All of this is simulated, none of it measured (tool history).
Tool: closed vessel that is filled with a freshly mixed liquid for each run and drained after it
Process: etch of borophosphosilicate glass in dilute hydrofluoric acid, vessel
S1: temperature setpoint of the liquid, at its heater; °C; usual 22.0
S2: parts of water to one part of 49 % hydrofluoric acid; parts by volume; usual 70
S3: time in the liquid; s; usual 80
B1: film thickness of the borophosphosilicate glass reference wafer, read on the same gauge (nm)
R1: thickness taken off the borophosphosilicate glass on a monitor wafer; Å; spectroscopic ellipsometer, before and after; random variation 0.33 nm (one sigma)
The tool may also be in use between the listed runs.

run 1 day=0.000 | S1=22.0 S2=70 S3=80 | B1=29.99 | R1=517.8
run 2 day=0.725 | S1=22.0 S2=70 S3=80 | B1=30.01 | R1=511.0
run 3 day=1.346 | S1=22.0 S2=70 S3=80 | B1=30.00 | R1=506.9
run 4 day=1.612 | S1=22.0 S2=70 S3=80 | B1=29.99 | R1=511.5
-- day=1.879 gauge calibrated
run 5 day=2.288 | S1=22.0 S2=70 S3=80 | B1=30.01 | R1=507.8
run 6 day=2.758 | S1=22.0 S2=70 S3=80 | B1=30.00 | R1=508.2
run 7 day=3.500 | S1=22.0 S2=90 S3=80 | B1=30.01 | R1=387.2
-- day=3.692 hydrofluoric acid flow meter replaced
run 8 day=4.004 | S1=22.0 S2=90 S3=80 | B1=30.01 | R1=388.4
run 9 day=4.658 | S1=22.0 S2=90 S3=80 | B1=30.00 | R1=392.5
run 10 day=5.225 | S1=22.0 S2=70 S3=80 | B1=30.00 | R1=511.0
run 11 day=5.862 | S1=22.0 S2=70 S3=80 | B1=30.03 | R1=516.3
run 12 day=6.333 | S1=22.0 S2=70 S3=80 | B1=30.01 | R1=513.8
run 13 day=6.762 | S1=22.0 S2=60 S3=100 | B1=29.97 | R1=766.0
run 14 day=7.042 | S1=18.5 S2=80 S3=80 | B1=30.00 | R1=386.6
run 15 day=7.788 | S1=17.0 S2=95 S3=105 | B1=30.03 | R1=393.8
run 16 day=8.488 | S1=25.5 S2=70 S3=30 | B1=29.98 | R1=221.9
run 17 day=9.208 | S1=24.5 S2=80 S3=45 | B1=29.99 | R1=277.1
run 18 day=9.625 | S1=22.0 S2=60 S3=100 | B1=30.00 | R1=751.5
run 19 day=10.175 | S1=25.0 S2=85 S3=80 | B1=30.02 | R1=473.0
-- day=10.471 thermometer replaced
run 20 day=10.567 | S1=25.0 S2=80 S3=100 | B1=30.00 | R1=584.2
run 21 day=11.092 | S1=26.5 S2=70 S3=80 | B1=29.99 | R1=565.0
run 22 day=11.667 | S1=25.5 S2=70 S3=80 | B1=29.98 | R1=544.1
run 23 day=12.321 | S1=19.0 S2=90 S3=110 | B1=30.01 | R1=438.7
run 24 day=12.900 | S1=22.0 S2=55 S3=80 | B1=29.98 | R1=620.1
run 25 day=13.246 | S1=22.0 S2=95 S3=40 | B1=30.01 | R1=171.0
run 26 day=13.629 | S1=20.0 S2=100 S3=65 | B1=30.01 | R1=239.4
run 27 day=14.033 | S1=22.0 S2=85 S3=80 | B1=30.00 | R1=389.2
run 28 day=14.421 | S1=20.0 S2=40 S3=115 | B1=30.02 | R1=1145.2
run 29 day=14.917 | S1=25.5 S2=70 S3=50 | B1=29.99 | R1=341.7
run 30 day=15.338 | S1=24.0 S2=70 S3=120 | B1=30.00 | R1=778.5
run 31 day=16.008 | S1=22.0 S2=45 S3=80 | B1=30.02 | R1=769.9
run 32 day=16.471 | S1=22.0 S2=60 S3=60 | B1=29.99 | R1=420.1

The tool's hidden state at each run:
hydrofluoric acid flow above the setpoint (%): 0 in every run
gauge reads high (%): 0 in every run
H1: liquid hotter than its thermometer reads (K)
run=1 H1=2.05
run=2 H1=2.08
run=3 H1=2.1
run=4 H1=2.11
run=5 H1=2.14
run=6 H1=2.15
run=7 H1=2.18
run=8 H1=2.2
run=9 H1=2.23
run=10 H1=2.25
run=11 H1=2.28
run=12 H1=2.29
run=13 H1=2.31
run=14 H1=2.32
run=15 H1=2.35
run=16 H1=2.38
run=17 H1=2.41
run=18 H1=2.42
run=19 H1=2.44
run=20 H1=0.281
run=21 H1=0.301
run=22 H1=0.324
run=23 H1=0.349
run=24 H1=0.371
run=25 H1=0.385
run=26 H1=0.4
run=27 H1=0.416
run=28 H1=0.431
run=29 H1=0.45
run=30 H1=0.466
run=31 H1=0.492
run=32 H1=0.51
